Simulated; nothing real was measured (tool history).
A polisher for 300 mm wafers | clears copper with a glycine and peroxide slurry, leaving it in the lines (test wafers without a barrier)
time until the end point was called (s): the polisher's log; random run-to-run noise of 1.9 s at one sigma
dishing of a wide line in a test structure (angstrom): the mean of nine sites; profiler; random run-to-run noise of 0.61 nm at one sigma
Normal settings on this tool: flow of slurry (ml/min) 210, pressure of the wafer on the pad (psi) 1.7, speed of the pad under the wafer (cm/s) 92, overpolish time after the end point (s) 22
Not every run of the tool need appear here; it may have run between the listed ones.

| run | hour | flow of slurry (ml/min) | pressure of the wafer on the pad (psi) | speed of the pad under the wafer (cm/s) | overpolish time after the end point (s) | wafers since the last listed run | wafers polished on this pad | hours since the slurry nozzle was cleaned | hours since the head pressure was calibrated | incoming thickness of the incoming film, nm | time until the end point was called (s) | dishing of a wide line in a test structure (angstrom) |
|---|---|---|---|---|---|---|---|---|---|---|---|---|
| 1 | 0 | 270 | 1.7 | 92 | 22 | 0 | 1923 | 278.7 | 510.3 | 461.6 | 160.2 | 419 |
| 2 | 51.7 | 240 | 1.7 | 92 | 22 | 406 | 2329 | 330.4 | 562 | 459.7 | 161.6 | 407 |
| 3 | 77.9 | 240 | 1.7 | 92 | 22 | 205 | 2535 | 356.6 | 588.2 | 449.6 | 157.3 | 415 |
|  | 95.3 | slurry nozzle cleaned |
| 4 | 124.9 | 240 | 1.7 | 92 | 22 | 361 | 2896 | 29.6 | 635.2 | 456.3 | 157.7 | 408 |
| 5 | 160.6 | 210 | 1.7 | 82 | 22 | 280 | 3177 | 65.3 | 670.9 | 450.3 | 174 | 391 |
|  | 182.3 | worn pad replaced by a new one |
| 6 | 220.1 | 210 | 1.7 | 92 | 22 | 435 | 296 | 124.8 | 730.4 | 460.7 | 163.2 | 403 |
| 7 | 259.8 | 210 | 1.7 | 92 | 22 | 311 | 608 | 164.5 | 770.1 | 447.7 | 155.6 | 404 |
| 8 | 302.8 | 210 | 1.7 | 92 | 22 | 337 | 946 | 207.5 | 813.1 | 454.2 | 159.1 | 411 |
| 9 | 341.5 | 210 | 1.7 | 92 | 22 | 303 | 1250 | 246.2 | 851.8 | 456.9 | 159.7 | 404 |
| 10 | 384.5 | 210 | 1.7 | 92 | 22 | 337 | 1587 | 289.2 | 894.8 | 462.6 | 158.8 | 410 |
| 11 | 435.7 | 210 | 1.7 | 92 | 22 | 402 | 1990 | 340.4 | 946 | 460 | 161 | 416 |
|  | 489.7 | slurry nozzle cleaned |
| 12 | 490.2 | 210 | 1.7 | 92 | 22 | 420 | 2410 | 0.5 | 1000.5 | 451.6 | 161.7 | 409 |
|  | 515 | head pressure recalibrated |
| 13 | 547.2 | 210 | 1.7 | 92 | 22 | 432 | 2842 | 57.5 | 32.2 | 450.2 | 156.5 | 410 |
|  | 583.8 | worn pad replaced by a new one |
| 14 | 610.7 | 210 | 2 | 72 | 10 | 467 | 210 | 121 | 95.7 | 461.8 | 174.3 | 201 |
| 15 | 675.9 | 210 | 2.2 | 92 | 31 | 512 | 723 | 186.2 | 160.9 | 455.5 | 132.7 | 608 |
| 16 | 732.3 | 280 | 2 | 72 | 13 | 443 | 1166 | 242.6 | 217.3 | 457 | 166.5 | 265 |
| 17 | 773.2 | 210 | 1.3 | 92 | 26 | 321 | 1487 | 283.5 | 258.2 | 456.2 | 193.1 | 401 |
| 18 | 812.5 | 180 | 1.7 | 92 | 22 | 308 | 1796 | 322.8 | 297.5 | 456.8 | 163.5 | 405 |
| 19 | 847.2 | 175 | 1.7 | 92 | 30 | 272 | 2068 | 357.5 | 332.2 | 462.4 | 165.2 | 517 |
|  | 863.9 | slurry nozzle cleaned |
| 20 | 898.1 | 210 | 1.1 | 92 | 11 | 391 | 2460 | 34.2 | 383.1 | 454.3 | 216.6 | 177 |
| 21 | 947.3 | 210 | 1.7 | 92 | 22 | 386 | 2847 | 83.4 | 432.3 | 452.5 | 161.2 | 403 |
| 22 | 1000.1 | 210 | 1.9 | 122 | 22 | 414 | 3261 | 136.2 | 485.1 | 446.7 | 115.8 | 505 |
|  | 1019.6 | worn pad replaced by a new one |
| 23 | 1190.3 | 245 | 1.9 | 66 | 9 | 1462 | 1340 | 326.4 | 675.3 | 451.7 | 183.5 | 176 |
| 24 | 1230.9 | 210 | 1.7 | 92 | 22 | 318 | 1659 | 367 | 715.9 | 447.8 | 158.9 | 421 |
| 25 | 1294.4 | 210 | 1.7 | 92 | 31 | 498 | 2158 | 430.5 | 779.4 | 452.3 | 161.8 | 522 |
|  | 1306.8 | slurry nozzle cleaned |
| 26 | 1350.2 | 210 | 1.7 | 92 | 22 | 430 | 2589 | 43.4 | 835.2 | 453.2 | 159.5 | 395 |
| 27 | 1413.7 | 210 | 2.2 | 106 | 22 | 498 | 3087 | 106.9 | 898.7 | 464.4 | 122.1 | 521 |
|  | 1439.7 | worn pad replaced by a new one |
| 28 | 1450.1 | 210 | 1.7 | 92 | 22 | 254 | 81 | 143.3 | 935.1 | 455.1 | 162.6 | 409 |
| 29 | 1495.5 | 235 | 1.7 | 118 | 22 | 356 | 438 | 188.7 | 980.5 | 447.6 | 126.2 | 480 |
| 30 | 1568.1 | 210 | 1.7 | 92 | 22 | 570 | 1008 | 261.3 | 1053.1 | 449.2 | 159.3 | 410 |
|  | 1620.4 | head pressure recalibrated |
| 31 | 1636.1 | 250 | 1.7 | 106 | 12 | 518 | 1527 | 329.3 | 15.7 | 458.9 | 143.4 | 277 |
| 32 | 1668.6 | 280 | 1.9 | 102 | 22 | 255 | 1782 | 361.8 | 48.2 | 460.3 | 137.6 | 469 |
|  | 1677.5 | slurry nozzle cleaned |
| 33 | 1703.8 | 140 | 1.4 | 92 | 35 | 268 | 2051 | 26.3 | 83.4 | 455.3 | 192.7 | 496 |

Entry by entry between the runs, the difference in hidden state between the last listed run before and the first listed run after:
After run 3, before run 4: slurry nozzle cleaned (hour 95.3)
  no hidden state differs between the two runs
After run 5, before run 6: worn pad replaced by a new one (hour 182.3)
  no hidden state differs between the two runs
After run 11, before run 12: slurry nozzle cleaned (hour 489.7)
  no hidden state differs between the two runs
After run 12, before run 13: head pressure recalibrated (hour 515)
  no hidden state differs between the two runs
After run 13, before run 14: worn pad replaced by a new one (hour 583.8)
  no hidden state differs between the two runs
After run 19, before run 20: slurry nozzle cleaned (hour 863.9)
  no hidden state differs between the two runs
After run 22, before run 23: worn pad replaced by a new one (hour 1019.6)
  no hidden state differs between the two runs
After run 25, before run 26: slurry nozzle cleaned (hour 1306.8)
  no hidden state differs between the two runs
After run 27, before run 28: worn pad replaced by a new one (hour 1439.7)
  no hidden state differs between the two runs
After run 30, before run 31: head pressure recalibrated (hour 1620.4)
  no hidden state differs between the two runs
After run 32, before run 33: slurry nozzle cleaned (hour 1677.5)
  no hidden state differs between the two runs
